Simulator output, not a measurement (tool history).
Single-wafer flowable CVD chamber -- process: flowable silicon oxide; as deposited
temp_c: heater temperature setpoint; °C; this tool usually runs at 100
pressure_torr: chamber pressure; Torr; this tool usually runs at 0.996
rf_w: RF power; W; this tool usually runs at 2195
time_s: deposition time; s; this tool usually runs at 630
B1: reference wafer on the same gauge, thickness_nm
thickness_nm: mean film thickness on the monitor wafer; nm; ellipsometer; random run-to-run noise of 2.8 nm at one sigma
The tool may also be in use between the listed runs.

Run 1, hour 0: usual settings but rf_w 2035 W; B1 403.754. Result: thickness_nm 471.082 nm.
At hour 9.6: showerhead replaced, of another model than before.
Run 2, hour 56.4: usual settings but rf_w 2035 W; B1 403.126. Result: thickness_nm 470.689 nm.
Run 3, hour 89.5: usual settings but rf_w 2035 W; B1 402.936. Result: thickness_nm 473.828 nm.
At hour 121.3: RF generator calibrated.
Run 4, hour 124.2: usual settings; B1 402.458. Result: thickness_nm 474.63 nm.
Run 5, hour 166.3: usual settings; B1 403.056. Result: thickness_nm 474.659 nm.
Run 6, hour 268.6: usual settings; B1 402.858. Result: thickness_nm 473.155 nm.
Run 7, hour 318.9: usual settings but pressure_torr 1.121 Torr, time_s 538 s; B1 402.758. Result: thickness_nm 428.631 nm.
Run 8, hour 445.9: usual settings; B1 403.597. Result: thickness_nm 468.319 nm.
Run 9, hour 510.4: usual settings but pressure_torr 1.228 Torr; B1 403.198. Result: thickness_nm 520.026 nm.
Run 10, hour 560.2: usual settings but temp_c 94 °C, pressure_torr 0.847 Torr, time_s 587 s; B1 403.21. Result: thickness_nm 504.301 nm.
Run 11, hour 592.1: usual settings but rf_w 2375 W, time_s 585 s; B1 403.538. Result: thickness_nm 439.478 nm.
Run 12, hour 645.5: usual settings but temp_c 86 °C, pressure_torr 0.915 Torr, rf_w 1875 W; B1 402.949. Result: thickness_nm 726.563 nm.
Run 13, hour 693.3: usual settings but time_s 537 s; B1 402.934. Result: thickness_nm 398.738 nm.
Run 14, hour 764.4: usual settings; B1 403.72. Result: thickness_nm 466.089 nm.
Run 15, hour 800: usual settings but pressure_torr 1.168 Torr, time_s 714 s; B1 402.916. Result: thickness_nm 564.285 nm.
Run 16, hour 848.6: usual settings but pressure_torr 0.813 Torr, rf_w 2500 W; B1 402.972. Result: thickness_nm 433.615 nm.
Run 17, hour 881.6: usual settings; B1 403.692. Result: thickness_nm 467.11 nm.
At hour 893: thermocouple changed; heater temperature recalibrated.
At hour 938: capacitance manometer re-zeroed and calibrated.
Run 18, hour 939.4: usual settings; B1 403.962. Result: thickness_nm 486.946 nm.
Run 19, hour 1010.9: usual settings; B1 402.925. Result: thickness_nm 483.995 nm.
Run 20, hour 1037.7: usual settings; B1 402.201. Result: thickness_nm 480.959 nm.
Run 21, hour 1063.4: usual settings but pressure_torr 0.798 Torr; B1 403.274. Result: thickness_nm 432.969 nm.
Run 22, hour 1119.5: usual settings but temp_c 113 °C, pressure_torr 0.87 Torr, rf_w 1905 W; B1 403.544. Result: thickness_nm 269.568 nm.
Run 23, hour 1146.8: usual settings; B1 402.474. Result: thickness_nm 479.263 nm.
Run 24, hour 1347.1: usual settings but rf_w 2495 W; B1 403.26. Result: thickness_nm 481.931 nm.
Run 25, hour 1375.5: usual settings but temp_c 114 °C, pressure_torr 1.213 Torr, rf_w 2425 W, time_s 524 s; B1 403.46. Result: thickness_nm 259.998 nm.
Run 26, hour 1401.6: usual settings but temp_c 113 °C; B1 402.566. Result: thickness_nm 291.428 nm.
At hour 1410.4: gauge calibrated.
Run 27, hour 1429.1: usual settings; B1 403.52. Result: thickness_nm 469.657 nm.
Run 28, hour 1454.8: usual settings but temp_c 104 °C, pressure_torr 1.155 Torr; B1 402.661. Result: thickness_nm 433.64 nm.

Some steps in thickness_nm, run to run, broken into two amounts with sign: the step expected even without the hidden condition (settings, incoming material, random variation), and the rest, left for the hidden condition together with whatever gauge scatter is not in both the measured and the hidden-condition-free result:
The hidden state here: wafer temperature above the value expected at the setpoint (K); delivered RF power above the setpoint (%); true pressure above the setpoint (%); gauge reads high (%).
Run 11 -> 12: temp_c 100 -> 86, pressure_torr 0.996 -> 0.915, rf_w 2375 -> 1875, time_s 585 -> 630. thickness_nm +287.085 nm: hidden state -10.065, all else +297.15.
Run 12 -> 13: temp_c 86 -> 100, pressure_torr 0.915 -> 0.996, rf_w 1875 -> 2195, time_s 630 -> 537. thickness_nm -327.825 nm: hidden state +11.223, all else -339.048.
Run 17 -> 18: thermocouple changed; heater temperature recalibrated, capacitance manometer re-zeroed and calibrated. thickness_nm +19.836 nm: hidden state +20.165, all else -0.329.
